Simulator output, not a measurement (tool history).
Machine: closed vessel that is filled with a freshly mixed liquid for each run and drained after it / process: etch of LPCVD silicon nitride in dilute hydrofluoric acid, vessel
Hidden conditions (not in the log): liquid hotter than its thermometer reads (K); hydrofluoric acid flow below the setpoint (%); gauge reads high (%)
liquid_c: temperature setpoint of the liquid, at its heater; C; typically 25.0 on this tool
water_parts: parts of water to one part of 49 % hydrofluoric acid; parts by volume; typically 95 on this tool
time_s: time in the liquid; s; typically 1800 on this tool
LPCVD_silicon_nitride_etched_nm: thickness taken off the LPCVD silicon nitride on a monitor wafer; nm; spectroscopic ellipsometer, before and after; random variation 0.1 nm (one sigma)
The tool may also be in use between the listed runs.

run	hour	liquid_c	water_parts	time_s	wafers since the last listed run	hours since the thermometer was replaced	hours since the hydrofluoric acid flow meter was replaced	hours since the gauge calibration	read-back film thickness of the LPCVD silicon nitride reference wafer, read on the same gauge (nm)	LPCVD_silicon_nitride_etched_nm
1	0.0	25.0	95	1800	0	963.8	34.3	349.3	50.01	11.39
2	34.8	25.0	80	1365	918	998.6	69.1	384.1	50.00	10.11
3	61.6	25.0	80	1365	707	1025.4	95.9	410.9	50.00	10.30
4	129.2	25.0	80	1365	1783	1093.0	163.5	478.5	50.01	10.16
5	189.8	25.0	135	1800	1599	1153.6	224.1	539.1	50.04	7.94
6	222.2	25.0	95	1800	854	1186.0	256.5	571.5	49.99	10.99
7	269.9	25.0	95	1800	1258	1233.7	304.2	619.2	50.03	10.88
# hour 303.6: gauge calibrated
8	322.1	25.0	95	1800	1377	1285.9	356.4	18.5	49.99	10.95
9	373.7	21.0	65	1800	1361	1337.5	408.0	70.1	50.02	12.06
# hour 412.1: hydrofluoric acid flow meter replaced
10	423.5	21.0	65	1800	1287	1387.3	11.4	119.9	50.00	12.73
11	476.1	25.0	95	1800	1387	1439.9	64.0	172.5	49.98	11.25
12	511.0	25.0	95	1800	920	1474.8	98.9	207.4	50.00	11.39
13	551.0	23.5	95	1800	1055	1514.8	138.9	247.4	49.99	10.08
14	575.2	28.0	135	920	638	1539.0	163.1	271.6	49.96	4.83
15	632.8	25.0	95	1800	1519	1596.6	220.7	329.2	50.07	11.12
16	675.0	30.0	125	2450	1113	1638.8	262.9	371.4	50.03	15.89
17	734.2	25.0	115	2755	1562	1698.0	322.1	430.6	50.02	13.88
# hour 770.1: hydrofluoric acid flow meter replaced
18	791.8	28.5	95	2635	1493	1755.6	21.7	488.2	50.06	20.41
19	819.9	25.0	125	2770	741	1783.7	49.8	516.3	49.97	13.39
20	879.9	25.0	95	1800	1583	1843.7	109.8	576.3	50.03	11.22
# hour 931.2: gauge calibrated
21	938.1	25.0	95	965	1535	1901.9	168.0	6.9	49.99	5.94
22	972.5	28.0	135	1800	907	1936.3	202.4	41.3	50.01	9.36
23	1003.7	20.5	125	2200	823	1967.5	233.6	72.5	50.03	7.65
24	1037.7	25.0	45	1800	897	2001.5	267.6	106.5	50.01	22.55
# hour 1051.9: thermometer replaced
25	1085.8	29.5	95	2455	1242	33.9	315.7	154.6	50.01	20.02
# hour 1153.9: hydrofluoric acid flow meter replaced
26	1300.1	25.0	95	1800	5628	248.2	146.2	368.9	49.98	11.12
27	1354.1	23.0	80	2330	1424	302.2	200.2	422.9	49.97	14.79

Forecast each of these 5 alternatives for the next run:
A	1355.2	25.0	95	2740	29	303.3	201.3	424.0	?	?
B	1355.2	26.5	95	1800	29	303.3	201.3	424.0	?	?
C	1355.2	23.0	130	2440	29	303.3	201.3	424.0	?	?
D	1355.2	20.5	130	1460	29	303.3	201.3	424.0	?	?
E	1355.2	25.0	95	980	29	303.3	201.3	424.0	?	?

run	read-back film thickness of the LPCVD silicon nitride reference wafer, read on the same gauge (nm)	LPCVD_silicon_nitride_etched_nm
A	50.01	16.85
B	50.01	12.21
C	50.01	9.66
D	50.01	4.90
E	50.01	6.03
Take away the tool's hidden state, keep each run's random variation, and the runs would have read:
run	LPCVD_silicon_nitride_etched_nm
A	17.27
B	12.51
C	9.89
D	5.02
E	6.18
